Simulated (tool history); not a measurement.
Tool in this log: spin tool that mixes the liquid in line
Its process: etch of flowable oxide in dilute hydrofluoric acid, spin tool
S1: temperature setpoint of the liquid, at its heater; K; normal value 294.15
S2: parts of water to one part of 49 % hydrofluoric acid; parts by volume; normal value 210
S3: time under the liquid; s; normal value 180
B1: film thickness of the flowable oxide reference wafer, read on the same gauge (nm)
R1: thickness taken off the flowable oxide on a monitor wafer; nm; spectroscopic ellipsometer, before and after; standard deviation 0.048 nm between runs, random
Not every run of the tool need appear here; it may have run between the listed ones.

run 1 day=0.000 | S1=294.15 S2=210 S3=180 | B1=130.02 | R1=14.83
run 2 day=0.421 | S1=292.65 S2=210 S3=180 | B1=130.03 | R1=13.85
run 3 day=0.779 | S1=292.65 S2=210 S3=180 | B1=130.02 | R1=13.84
run 4 day=1.029 | S1=294.15 S2=210 S3=180 | B1=129.99 | R1=14.73
run 5 day=1.467 | S1=294.15 S2=210 S3=180 | B1=130.00 | R1=14.72
run 6 day=2.004 | S1=294.15 S2=210 S3=180 | B1=129.99 | R1=14.75
run 7 day=2.588 | S1=294.15 S2=210 S3=180 | B1=129.99 | R1=14.71
run 8 day=3.008 | S1=294.15 S2=210 S3=180 | B1=130.02 | R1=14.76
run 9 day=3.417 | S1=294.15 S2=210 S3=180 | B1=130.01 | R1=14.67
run 10 day=3.854 | S1=294.15 S2=210 S3=180 | B1=130.00 | R1=14.72
-- day=4.179 thermometer replaced
run 11 day=4.354 | S1=294.15 S2=210 S3=180 | B1=130.00 | R1=14.78
-- day=4.388 gauge calibrated
run 12 day=5.071 | S1=294.15 S2=210 S3=180 | B1=129.99 | R1=14.78
run 13 day=5.988 | S1=294.15 S2=210 S3=180 | B1=130.00 | R1=14.83
run 14 day=6.500 | S1=294.15 S2=285 S3=255 | B1=130.00 | R1=14.41
run 15 day=7.167 | S1=292.15 S2=170 S3=285 | B1=130.00 | R1=27.82
run 16 day=7.746 | S1=295.65 S2=210 S3=140 | B1=129.99 | R1=12.19
run 17 day=8.354 | S1=294.15 S2=210 S3=180 | B1=130.00 | R1=14.85
run 18 day=8.662 | S1=294.15 S2=210 S3=180 | B1=129.99 | R1=14.91
run 19 day=9.362 | S1=296.65 S2=210 S3=95 | B1=129.99 | R1=8.65
run 20 day=9.975 | S1=292.15 S2=290 S3=125 | B1=130.01 | R1=6.48
-- day=10.417 hydrofluoric acid flow meter replaced
run 21 day=10.583 | S1=297.65 S2=210 S3=180 | B1=130.01 | R1=15.07
run 22 day=10.867 | S1=290.65 S2=210 S3=180 | B1=130.01 | R1=11.65
run 23 day=11.500 | S1=294.15 S2=210 S3=180 | B1=129.99 | R1=13.32
run 24 day=12.167 | S1=296.15 S2=250 S3=270 | B1=129.99 | R1=17.49
run 25 day=12.496 | S1=294.15 S2=210 S3=180 | B1=130.03 | R1=13.37

Predict the results of run 26:
run 26 day=12.825 | S1=294.15 S2=275 S3=180 | B1=? | R1=?

Run 26 gave B1 129.98, R1 9.58 nm.
Were there no unlogged condition in the tool, this run, its random variation unchanged, would have produced R1 9.40 nm.
